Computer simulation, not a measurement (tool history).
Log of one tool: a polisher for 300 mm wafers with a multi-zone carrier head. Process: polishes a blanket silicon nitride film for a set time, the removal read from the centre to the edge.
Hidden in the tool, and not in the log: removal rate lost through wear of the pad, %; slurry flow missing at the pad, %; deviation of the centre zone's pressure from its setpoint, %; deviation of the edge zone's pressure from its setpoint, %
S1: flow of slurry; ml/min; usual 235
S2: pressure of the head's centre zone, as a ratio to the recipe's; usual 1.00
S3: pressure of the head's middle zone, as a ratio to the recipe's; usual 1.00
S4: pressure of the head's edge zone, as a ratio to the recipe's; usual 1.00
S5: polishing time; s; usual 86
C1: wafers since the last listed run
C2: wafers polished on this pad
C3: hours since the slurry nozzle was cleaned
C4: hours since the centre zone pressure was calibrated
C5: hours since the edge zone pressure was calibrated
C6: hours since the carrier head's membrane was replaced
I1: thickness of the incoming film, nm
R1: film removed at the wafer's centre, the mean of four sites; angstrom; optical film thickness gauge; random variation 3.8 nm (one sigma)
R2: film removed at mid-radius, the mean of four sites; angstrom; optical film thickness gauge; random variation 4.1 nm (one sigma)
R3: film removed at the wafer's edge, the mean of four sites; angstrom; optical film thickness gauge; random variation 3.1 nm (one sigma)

| run | hour | S1 | S2 | S3 | S4 | S5 | C1 | C2 | C3 | C4 | C5 | C6 | I1 | R1 | R2 | R3 |
|---|---|---|---|---|---|---|---|---|---|---|---|---|---|---|---|---|
| 1 | 0.0 | 235 | 1.00 | 1.00 | 1.00 | 103 | 0 | 5929 | 150.1 | 262.9 | 1299.0 | 505.6 | 774.6 | 3081 | 3079 | 3196 |
|  | 42.2 | edge zone pressure recalibrated |
| 2 | 104.3 | 235 | 1.00 | 1.00 | 1.00 | 103 | 1198 | 7128 | 254.4 | 367.2 | 62.1 | 609.9 | 776.6 | 3067 | 3043 | 3163 |
| 3 | 169.9 | 200 | 0.92 | 0.96 | 1.00 | 97 | 768 | 7896 | 320.0 | 432.8 | 127.7 | 675.5 | 773.7 | 2511 | 2654 | 2840 |
|  | 292.8 | worn pad replaced by a new one |
| 4 | 399.6 | 165 | 0.95 | 1.11 | 1.00 | 86 | 2643 | 1251 | 549.7 | 662.5 | 357.4 | 905.2 | 770.8 | 2127 | 2516 | 2450 |
| 5 | 507.3 | 235 | 1.00 | 1.00 | 1.00 | 86 | 1261 | 2512 | 657.4 | 770.2 | 465.1 | 1012.9 | 775.6 | 2462 | 2494 | 2641 |
|  | 542.6 | slurry nozzle cleaned, repeated, since the last time left the tool worse |
| 6 | 609.9 | 290 | 1.00 | 1.00 | 1.00 | 86 | 1190 | 3703 | 67.3 | 872.8 | 567.7 | 1115.5 | 775.6 | 2894 | 2859 | 2812 |
| 7 | 707.5 | 310 | 1.00 | 1.00 | 1.05 | 86 | 1143 | 4846 | 164.9 | 970.4 | 665.3 | 1213.1 | 770.0 | 2908 | 2850 | 2884 |
| 8 | 800.2 | 235 | 1.00 | 1.00 | 1.00 | 86 | 1085 | 5932 | 257.6 | 1063.1 | 758.0 | 1305.8 | 785.2 | 2752 | 2800 | 2871 |
| 9 | 930.3 | 235 | 1.00 | 1.00 | 1.04 | 64 | 1524 | 7456 | 387.7 | 1193.2 | 888.1 | 1435.9 | 787.0 | 2060 | 2010 | 2109 |
|  | 992.9 | carrier head's membrane replaced by a new one |
| 10 | 999.7 | 165 | 1.00 | 1.10 | 1.08 | 98 | 754 | 8210 | 457.1 | 1262.6 | 957.5 | 6.8 | 784.6 | 2930 | 3254 | 3112 |
|  | 1022.4 | worn pad replaced by a new one |
| 11 | 1092.8 | 235 | 1.00 | 1.00 | 0.93 | 110 | 1043 | 824 | 550.2 | 1355.7 | 1050.6 | 99.9 | 776.9 | 3485 | 3427 | 3472 |
|  | 1114.2 | edge zone pressure recalibrated |
| 12 | 1143.1 | 235 | 1.00 | 1.00 | 0.94 | 86 | 565 | 1390 | 600.5 | 1406.0 | 28.9 | 150.2 | 780.0 | 2734 | 2693 | 2719 |
|  | 1147.9 | centre zone pressure recalibrated |
| 13 | 1188.7 | 235 | 1.00 | 0.91 | 1.00 | 86 | 510 | 1901 | 646.1 | 40.8 | 74.5 | 195.8 | 774.6 | 2716 | 2606 | 2761 |
|  | 1203.1 | slurry nozzle cleaned |
| 14 | 1384.2 | 235 | 1.00 | 1.00 | 1.04 | 64 | 2278 | 4179 | 181.1 | 236.3 | 270.0 | 391.3 | 778.9 | 2083 | 2074 | 2102 |
| 15 | 1567.1 | 235 | 1.00 | 1.10 | 1.12 | 86 | 2142 | 6322 | 364.0 | 419.2 | 452.9 | 574.2 | 779.6 | 2745 | 2962 | 2894 |
| 16 | 1614.7 | 235 | 0.93 | 1.00 | 1.00 | 86 | 557 | 6879 | 411.6 | 466.8 | 500.5 | 621.8 | 775.2 | 2560 | 2710 | 2791 |
| 17 | 1684.4 | 235 | 1.08 | 1.07 | 1.11 | 86 | 816 | 7696 | 481.3 | 536.5 | 570.2 | 691.5 | 782.0 | 2958 | 2881 | 2887 |
| 18 | 1726.5 | 235 | 1.00 | 1.00 | 1.00 | 86 | 493 | 8189 | 523.4 | 578.6 | 612.3 | 733.6 | 775.2 | 2764 | 2692 | 2799 |
|  | 1768.4 | worn pad replaced by a new one |
| 19 | 1826.2 | 235 | 0.94 | 1.00 | 0.93 | 70 | 1121 | 676 | 623.1 | 678.3 | 712.0 | 833.3 | 783.3 | 2078 | 2216 | 2226 |
| 20 | 1908.8 | 235 | 1.04 | 1.00 | 0.91 | 86 | 967 | 1644 | 705.7 | 760.9 | 794.6 | 915.9 | 783.6 | 2796 | 2703 | 2708 |
|  | 1945.2 | slurry nozzle cleaned |
| 21 | 1946.8 | 280 | 1.00 | 1.00 | 1.00 | 86 | 433 | 2077 | 1.6 | 798.9 | 832.6 | 953.9 | 776.7 | 2828 | 2837 | 2926 |
| 22 | 2119.3 | 235 | 1.00 | 1.06 | 1.00 | 86 | 2020 | 4098 | 174.1 | 971.4 | 1005.1 | 1126.4 | 776.4 | 2758 | 2924 | 2757 |

What the log doesn't show, run by run:
removal rate lost through wear of the pad, %: 0 in every run
deviation of the centre zone's pressure from its setpoint, %: 0 in every run
deviation of the edge zone's pressure from its setpoint, %: 0 in every run
H1: slurry flow missing at the pad, %
| run | H1 |
|---|---|
| 1 | 43.1 |
| 2 | 46.7 |
| 3 | 48.2 |
| 4 | 51.2 |
| 5 | 51.9 |
| 6 | 5.44 |
| 7 | 10.2 |
| 8 | 13.2 |
| 9 | 15.9 |
| 10 | 16.8 |
| 11 | 17.7 |
| 12 | 18 |
| 13 | 18.3 |
| 14 | 11.6 |
| 15 | 16.3 |
| 16 | 17 |
| 17 | 17.8 |
| 18 | 18.2 |
| 19 | 18.9 |
| 20 | 19.3 |
| 21 | 1.26 |
| 22 | 10.9 |
